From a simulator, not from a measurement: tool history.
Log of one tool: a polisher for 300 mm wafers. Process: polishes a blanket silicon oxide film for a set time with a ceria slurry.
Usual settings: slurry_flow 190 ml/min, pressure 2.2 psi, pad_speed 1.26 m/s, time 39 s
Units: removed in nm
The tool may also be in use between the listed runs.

run	hour	slurry_flow	pressure	pad_speed	time	incoming thickness of the incoming film, nm	removed
1	0.0	190	2.2	1.26	39	739.8	177.8
2	12.6	190	2.2	1.26	39	739.9	177.6
3	45.9	190	2.2	1.26	39	734.8	175.0
4	129.4	190	2.6	1.42	39	737.2	218.8
# hour 131.9: head pressure recalibrated
5	169.8	190	2.6	1.42	39	738.6	220.3
# hour 175.3: slurry nozzle cleaned
# hour 206.8: worn pad replaced by a new one
6	253.4	190	2.2	1.26	39	748.6	165.8
7	266.0	190	2.2	1.26	39	737.1	164.9
8	288.5	190	2.2	1.26	39	746.6	162.7
9	323.0	190	2.2	1.26	39	729.3	163.2
10	354.6	190	2.2	1.40	39	734.2	183.5
11	385.9	190	2.2	1.40	39	730.8	181.8
12	444.3	190	2.2	1.40	39	749.0	177.4
# hour 447.7: head pressure recalibrated
# hour 455.5: worn pad replaced by a new one
13	463.6	145	2.2	1.60	39	746.0	185.7
# hour 502.0: slurry nozzle cleaned, repeated, since the last time left the tool worse
14	548.3	190	2.4	1.62	45	744.8	287.4
15	578.1	190	2.2	1.26	39	750.8	178.1
16	606.3	190	2.5	1.64	49	747.9	320.4
17	629.3	255	2.5	1.26	27	741.4	138.0
18	660.8	190	2.2	1.26	39	744.8	183.7
19	688.7	190	2.9	0.92	34	742.2	134.1
20	743.5	190	1.5	1.26	39	748.6	144.5
# hour 757.0: worn pad replaced by a new one
# hour 769.1: head pressure recalibrated
21	772.4	210	2.2	1.62	32	740.0	191.2
22	789.0	190	2.2	1.26	50	754.5	230.6
23	809.8	220	2.2	1.02	39	738.1	146.6
24	844.1	170	2.2	1.40	27	735.1	134.1
25	868.6	190	2.2	1.26	44	740.6	201.7
26	897.5	190	2.2	1.26	39	738.1	176.8
27	916.4	155	2.2	0.82	44	738.0	124.9
28	929.0	190	2.2	1.26	39	740.0	176.8
29	942.9	135	2.2	1.46	39	739.2	190.2

Forecast run 30:
30	973.4	210	2.2	1.62	32	748.5	?

removed: 184.0 nm
Without the tool's hidden state the same run would have given removed 191.1 nm.
